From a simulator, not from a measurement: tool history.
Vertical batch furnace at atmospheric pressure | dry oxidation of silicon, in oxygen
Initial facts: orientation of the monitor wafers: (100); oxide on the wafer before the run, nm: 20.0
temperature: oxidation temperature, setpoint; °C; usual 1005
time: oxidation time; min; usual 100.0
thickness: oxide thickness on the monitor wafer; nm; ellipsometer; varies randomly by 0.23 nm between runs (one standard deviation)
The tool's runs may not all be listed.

run,hour,temperature,time,wafers since the last listed run,hours since the last temperature calibration,hours since the boat lift was adjusted,hours since the gauge calibration,"read-back reference wafer on the same gauge, thickness",thickness
1,0.0,1005,100.0,0,1864.1,4858.9,1294.6,82.32,78.68
2,69.5,1005,100.0,904,1933.6,4928.4,1364.1,82.21,79.17
3,386.1,1005,100.0,4121,2250.2,5245.0,1680.7,82.31,78.81
4,427.1,1000,100.0,533,2291.2,5286.0,1721.7,82.36,75.41
5,465.1,1000,100.0,494,2329.2,5324.0,1759.7,82.34,75.84
6,508.5,1005,100.0,565,2372.6,5367.4,1803.1,82.32,78.74
7,612.0,1005,100.0,1347,2476.1,5470.9,1906.6,82.34,79.04
8,713.3,1005,100.0,1318,2577.4,5572.2,2007.9,82.29,79.30
9,800.8,1005,100.0,1139,2664.9,5659.7,2095.4,82.28,79.47
10,867.9,1005,100.0,873,2732.0,5726.8,2162.5,82.22,78.96
11,927.8,1005,100.0,779,2791.9,5786.7,2222.4,82.29,78.62
# hour 966.3: boat lift adjusted
# hour 994.7: gauge calibrated
12,1026.2,1005,65.0,968,2890.3,59.9,31.5,82.30,61.27
13,1116.7,1005,65.0,1178,2980.8,150.4,122.0,82.26,61.19
14,1160.4,1005,100.0,568,3024.5,194.1,165.7,82.30,79.11
15,1208.0,1005,100.0,619,3072.1,241.7,213.3,82.31,79.17
16,1309.6,1005,100.0,1322,3173.7,343.3,314.9,82.38,78.76
17,1600.1,1005,74.0,3781,3464.2,633.8,605.4,82.34,66.17
18,1665.1,1005,100.0,846,3529.2,698.8,670.4,82.24,79.19
19,1737.6,981,120.5,943,3601.7,771.3,742.9,82.30,73.11
20,1823.3,998,141.0,1115,3687.4,857.0,828.6,82.29,92.36
# hour 1860.6: thermocouples replaced and temperature profile calibrated
21,1866.4,1023,73.0,248,5.8,900.1,871.7,82.32,74.17
22,1941.0,1005,100.0,971,80.4,974.7,946.3,82.33,77.10
23,2039.3,991,64.0,1279,178.7,1073.0,1044.6,82.24,53.51
24,2092.9,1005,100.0,697,232.3,1126.6,1098.2,82.27,77.65
25,2132.4,981,120.5,514,271.8,1166.1,1137.7,82.27,72.19
26,2207.0,1005,125.0,971,346.4,1240.7,1212.3,82.21,89.07
27,2287.8,1005,100.0,1051,427.2,1321.5,1293.1,82.36,78.26
28,2423.7,1005,100.0,1769,563.1,1457.4,1429.0,82.21,78.17
29,2461.5,1013,65.0,492,600.9,1495.2,1466.8,82.32,64.65
30,2548.8,1000,100.0,1136,688.2,1582.5,1554.1,82.35,74.57
31,2593.2,1005,142.5,578,732.6,1626.9,1598.5,82.32,97.65
32,2688.7,992,125.5,1243,828.1,1722.4,1694.0,82.30,81.01
33,2777.3,1027,115.0,1153,916.7,1811.0,1782.6,82.34,103.18

The logged runs with the hidden state left out (each run's random variation unchanged):
The tool's hidden condition here consists of: true tube temperature minus thermocouple reading, K; monitor wafer colder than the profiled boat position, K; gauge reads high (%).
run,thickness
1,76.97
2,77.43
3,76.98
4,73.66
5,74.08
6,76.89
7,77.15
8,77.38
9,77.53
10,77.03
11,76.68
12,59.80
13,59.72
14,77.13
15,77.18
16,76.77
17,64.51
18,77.15
19,71.58
20,89.97
21,74.08
22,76.88
23,53.28
24,77.19
25,71.81
26,88.36
27,77.53
28,77.28
29,63.91
30,73.61
31,96.31
32,79.88
33,101.64
